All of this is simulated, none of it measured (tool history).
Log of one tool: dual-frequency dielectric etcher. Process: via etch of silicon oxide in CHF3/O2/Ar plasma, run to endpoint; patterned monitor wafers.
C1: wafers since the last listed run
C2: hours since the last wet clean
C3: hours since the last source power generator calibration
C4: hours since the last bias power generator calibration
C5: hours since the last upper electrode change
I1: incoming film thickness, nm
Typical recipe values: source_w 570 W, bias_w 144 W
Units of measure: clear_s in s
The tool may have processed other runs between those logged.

{"run": 1, "hour": 0.0, "source_w": 480, "bias_w": 165, "C1": 0, "C2": 677.1, "C3": 1717.7, "C4": 3185.9, "C5": 4219.8, "I1": 496.2, "clear_s": 277}
{"hour": 70.5, "done": "wet clean of the chamber"}
{"run": 2, "hour": 71.0, "source_w": 480, "bias_w": 165, "C1": 254, "C2": 0.5, "C3": 1788.7, "C4": 3256.9, "C5": 4290.8, "I1": 493.1, "clear_s": 280.6}
{"run": 3, "hour": 150.6, "source_w": 570, "bias_w": 117, "C1": 430, "C2": 80.1, "C3": 1868.3, "C4": 3336.5, "C5": 4370.4, "I1": 495.6, "clear_s": 298}
{"run": 4, "hour": 203.4, "source_w": 570, "bias_w": 144, "C1": 285, "C2": 132.9, "C3": 1921.1, "C4": 3389.3, "C5": 4423.2, "I1": 492.8, "clear_s": 275.7}
{"run": 5, "hour": 245.2, "source_w": 570, "bias_w": 144, "C1": 225, "C2": 174.7, "C3": 1962.9, "C4": 3431.1, "C5": 4465, "I1": 493.9, "clear_s": 274}
{"run": 6, "hour": 344.7, "source_w": 490, "bias_w": 144, "C1": 537, "C2": 274.2, "C3": 2062.4, "C4": 3530.6, "C5": 4564.5, "I1": 494.1, "clear_s": 291.5}
{"run": 7, "hour": 415.9, "source_w": 490, "bias_w": 144, "C1": 384, "C2": 345.4, "C3": 2133.6, "C4": 3601.8, "C5": 4635.7, "I1": 498, "clear_s": 294.3}
{"run": 8, "hour": 490.3, "source_w": 570, "bias_w": 144, "C1": 402, "C2": 419.8, "C3": 2208, "C4": 3676.2, "C5": 4710.1, "I1": 492.1, "clear_s": 272.6}
{"run": 9, "hour": 586.6, "source_w": 570, "bias_w": 144, "C1": 520, "C2": 516.1, "C3": 2304.3, "C4": 3772.5, "C5": 4806.4, "I1": 497.7, "clear_s": 276.3}
{"run": 10, "hour": 691.8, "source_w": 570, "bias_w": 144, "C1": 568, "C2": 621.3, "C3": 2409.5, "C4": 3877.7, "C5": 4911.6, "I1": 491.8, "clear_s": 272.9}
{"hour": 789.1, "done": "wet clean of the chamber"}
{"run": 11, "hour": 789.6, "source_w": 570, "bias_w": 124, "C1": 398, "C2": 0.5, "C3": 2507.3, "C4": 3975.5, "C5": 5009.4, "I1": 496.8, "clear_s": 295.4}
{"hour": 815.2, "done": "source power generator calibrated"}
{"run": 12, "hour": 834.5, "source_w": 570, "bias_w": 124, "C1": 221, "C2": 45.4, "C3": 19.3, "C4": 4020.4, "C5": 5054.3, "I1": 494.9, "clear_s": 293.4}
{"run": 13, "hour": 919.3, "source_w": 570, "bias_w": 124, "C1": 458, "C2": 130.2, "C3": 104.1, "C4": 4105.2, "C5": 5139.1, "I1": 492.5, "clear_s": 291.4}
{"run": 14, "hour": 1009.7, "source_w": 570, "bias_w": 125, "C1": 488, "C2": 220.6, "C3": 194.5, "C4": 4195.6, "C5": 5229.5, "I1": 495.5, "clear_s": 290}
{"run": 15, "hour": 1065.9, "source_w": 570, "bias_w": 144, "C1": 303, "C2": 276.8, "C3": 250.7, "C4": 4251.8, "C5": 5285.7, "I1": 492.7, "clear_s": 275.7}
{"run": 16, "hour": 1109.2, "source_w": 690, "bias_w": 129, "C1": 234, "C2": 320.1, "C3": 294, "C4": 4295.1, "C5": 5329, "I1": 495.6, "clear_s": 265.7}
{"run": 17, "hour": 1164.1, "source_w": 630, "bias_w": 160, "C1": 296, "C2": 375, "C3": 348.9, "C4": 4350, "C5": 5383.9, "I1": 492.8, "clear_s": 251.8}
{"hour": 1204.3, "done": "upper electrode replaced, of another model than before"}
{"run": 18, "hour": 1204.8, "source_w": 450, "bias_w": 116, "C1": 90, "C2": 415.7, "C3": 389.6, "C4": 4390.7, "C5": 0.5, "I1": 496.4, "clear_s": 384.2}
{"run": 19, "hour": 1264.7, "source_w": 510, "bias_w": 144, "C1": 323, "C2": 475.6, "C3": 449.5, "C4": 4450.6, "C5": 60.4, "I1": 487.6, "clear_s": 291.7}
{"run": 20, "hour": 1344.4, "source_w": 450, "bias_w": 168, "C1": 430, "C2": 555.3, "C3": 529.2, "C4": 4530.3, "C5": 140.1, "I1": 496.6, "clear_s": 297.7}
{"run": 21, "hour": 1411.4, "source_w": 460, "bias_w": 164, "C1": 362, "C2": 622.3, "C3": 596.2, "C4": 4597.3, "C5": 207.1, "I1": 493.5, "clear_s": 292.7}
{"run": 22, "hour": 1454.9, "source_w": 570, "bias_w": 144, "C1": 235, "C2": 665.8, "C3": 639.7, "C4": 4640.8, "C5": 250.6, "I1": 492.3, "clear_s": 272.1}
{"hour": 1535.7, "done": "wet clean of the chamber"}
{"hour": 1544.3, "done": "bias power generator calibrated"}
{"run": 23, "hour": 1547.0, "source_w": 570, "bias_w": 176, "C1": 346, "C2": 11.3, "C3": 731.8, "C4": 2.7, "C5": 342.7, "I1": 494.2, "clear_s": 245.1}
{"run": 24, "hour": 1587.5, "source_w": 570, "bias_w": 163, "C1": 218, "C2": 51.8, "C3": 772.3, "C4": 43.2, "C5": 383.2, "I1": 492.1, "clear_s": 254.2}
{"run": 25, "hour": 1640.1, "source_w": 480, "bias_w": 179, "C1": 284, "C2": 104.4, "C3": 824.9, "C4": 95.8, "C5": 435.8, "I1": 489, "clear_s": 268.5}
{"run": 26, "hour": 1734.6, "source_w": 570, "bias_w": 144, "C1": 510, "C2": 198.9, "C3": 919.4, "C4": 190.3, "C5": 530.3, "I1": 490.7, "clear_s": 274.1}
{"run": 27, "hour": 1883.8, "source_w": 680, "bias_w": 131, "C1": 806, "C2": 348.1, "C3": 1068.6, "C4": 339.5, "C5": 679.5, "I1": 494, "clear_s": 260.9}
{"run": 28, "hour": 1975.5, "source_w": 460, "bias_w": 164, "C1": 495, "C2": 439.8, "C3": 1160.3, "C4": 431.2, "C5": 771.2, "I1": 491.4, "clear_s": 292.6}
{"run": 29, "hour": 2016.8, "source_w": 460, "bias_w": 164, "C1": 223, "C2": 481.1, "C3": 1201.6, "C4": 472.5, "C5": 812.5, "I1": 490.9, "clear_s": 292.4}
{"run": 30, "hour": 2114.9, "source_w": 440, "bias_w": 175, "C1": 530, "C2": 579.2, "C3": 1299.7, "C4": 570.6, "C5": 910.6, "I1": 492.3, "clear_s": 291.9}
{"run": 31, "hour": 2180.5, "source_w": 660, "bias_w": 125, "C1": 354, "C2": 644.8, "C3": 1365.3, "C4": 636.2, "C5": 976.2, "I1": 494.4, "clear_s": 273.7}
{"run": 32, "hour": 2254.1, "source_w": 440, "bias_w": 125, "C1": 397, "C2": 718.4, "C3": 1438.9, "C4": 709.8, "C5": 1049.8, "I1": 492.9, "clear_s": 365.5}
{"hour": 2279.8, "done": "wet clean of the chamber"}
{"run": 33, "hour": 2293.1, "source_w": 610, "bias_w": 116, "C1": 81, "C2": 13.3, "C3": 1477.9, "C4": 748.8, "C5": 1088.8, "I1": 495.8, "clear_s": 309.1}
{"run": 34, "hour": 2523.7, "source_w": 630, "bias_w": 109, "C1": 1246, "C2": 243.9, "C3": 1708.5, "C4": 979.4, "C5": 1319.4, "I1": 490.9, "clear_s": 311.5}
{"run": 35, "hour": 2575.4, "source_w": 630, "bias_w": 158, "C1": 279, "C2": 295.6, "C3": 1760.2, "C4": 1031.1, "C5": 1371.1, "I1": 497.5, "clear_s": 246}
{"run": 36, "hour": 2638.2, "source_w": 570, "bias_w": 161, "C1": 339, "C2": 358.4, "C3": 1823, "C4": 1093.9, "C5": 1433.9, "I1": 489.3, "clear_s": 252.8}

Table of differences, measured result less the result of that run with no hidden state. Run-to-run variation is the same in both. Gauge scatter possibly is not:
Unlogged tool condition in this case: etch rate over this chamber's usual, %; source power that arrives over what is set, %; bias power that arrives over what is set, %.
run=1 clear_s=-4.5
run=2 clear_s=+0.1
run=3 clear_s=-0.4
run=4 clear_s=-0.7
run=5 clear_s=-0.9
run=6 clear_s=-1.7
run=7 clear_s=-2.2
run=8 clear_s=-2.5
run=9 clear_s=-3.1
run=10 clear_s=-3.8
run=11 clear_s=-0.2
run=12 clear_s=-0.5
run=13 clear_s=-1
run=14 clear_s=-1.7
run=15 clear_s=-1.9
run=16 clear_s=-2.1
run=17 clear_s=-2.4
run=18 clear_s=-3.9
run=19 clear_s=-3.3
run=20 clear_s=-4
run=21 clear_s=-4.4
run=22 clear_s=-4.3
run=23 clear_s=+0.3
run=24 clear_s=+0.1
run=25 clear_s=-0.2
run=26 clear_s=-0.8
run=27 clear_s=-1.6
run=28 clear_s=-2.4
run=29 clear_s=-2.7
run=30 clear_s=-3.3
run=31 clear_s=-3.5
run=32 clear_s=-5.4
run=33 clear_s=+0.2
run=34 clear_s=-1.4
run=35 clear_s=-1.4
run=36 clear_s=-1.8

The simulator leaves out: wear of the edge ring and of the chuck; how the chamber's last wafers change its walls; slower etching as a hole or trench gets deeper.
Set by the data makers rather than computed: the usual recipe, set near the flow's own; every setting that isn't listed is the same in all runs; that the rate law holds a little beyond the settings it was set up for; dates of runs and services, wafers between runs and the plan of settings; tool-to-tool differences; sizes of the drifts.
